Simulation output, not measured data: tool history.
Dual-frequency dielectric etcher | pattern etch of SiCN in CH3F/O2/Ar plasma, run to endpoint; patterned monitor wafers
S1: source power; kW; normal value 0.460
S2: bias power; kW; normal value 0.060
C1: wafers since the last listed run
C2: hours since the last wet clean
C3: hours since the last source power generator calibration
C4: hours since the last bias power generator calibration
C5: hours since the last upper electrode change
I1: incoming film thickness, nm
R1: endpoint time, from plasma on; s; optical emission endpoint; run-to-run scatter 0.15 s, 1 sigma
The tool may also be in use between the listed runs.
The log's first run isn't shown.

run,hour,S1,S2,C1,C2,C3,C4,C5,I1,R1
2,72.6,0.460,0.056,604,313.5,2336.1,1727.3,945.9,8.03,23.0
3,155.6,0.460,0.056,690,396.5,2419.1,1810.3,1028.9,8.00,22.6
4,235.6,0.550,0.060,666,476.5,2499.1,1890.3,1108.9,7.95,20.1
5,275.5,0.550,0.060,332,516.4,2539.0,1930.2,1148.8,7.89,19.9
6,313.6,0.460,0.060,317,554.5,2577.1,1968.3,1186.9,7.97,21.6
# hour 411.6: wet clean of the chamber
7,412.1,0.460,0.060,620,0.5,2675.6,2066.8,1285.4,7.97,23.1
8,433.6,0.460,0.060,178,22.0,2697.1,2088.3,1306.9,8.01,22.9
9,498.0,0.460,0.060,536,86.4,2761.5,2152.7,1371.3,8.03,22.9
10,597.6,0.460,0.060,829,186.0,2861.1,2252.3,1470.9,8.05,22.7
11,705.4,0.460,0.060,897,293.8,2968.9,2360.1,1578.7,7.93,21.9
12,799.1,0.460,0.060,780,387.5,3062.6,2453.8,1672.4,7.97,22.1
13,905.4,0.460,0.060,884,493.8,3168.9,2560.1,1778.7,8.03,22.0
# hour 956.2: bias power generator calibrated
14,994.2,0.460,0.060,705,582.6,3257.7,38.0,1867.5,7.97,21.9
# hour 1058.9: wet clean of the chamber
15,1097.7,0.460,0.060,661,38.8,3361.2,141.5,1971.0,8.03,22.7
# hour 1152.7: source power generator calibrated
16,1201.9,0.540,0.060,834,143.0,49.2,245.7,2075.2,8.04,21.0
17,1243.6,0.460,0.060,347,184.7,90.9,287.4,2116.9,7.89,22.3

Run 18 has not been measured yet. What should we expect?
18,1319.6,0.460,0.053,632,260.7,166.9,363.4,2192.9,8.09,?

{"run 18": {"R1": 23.6}}
Without the tool's hidden state the same run would have given R1 24.3 s.
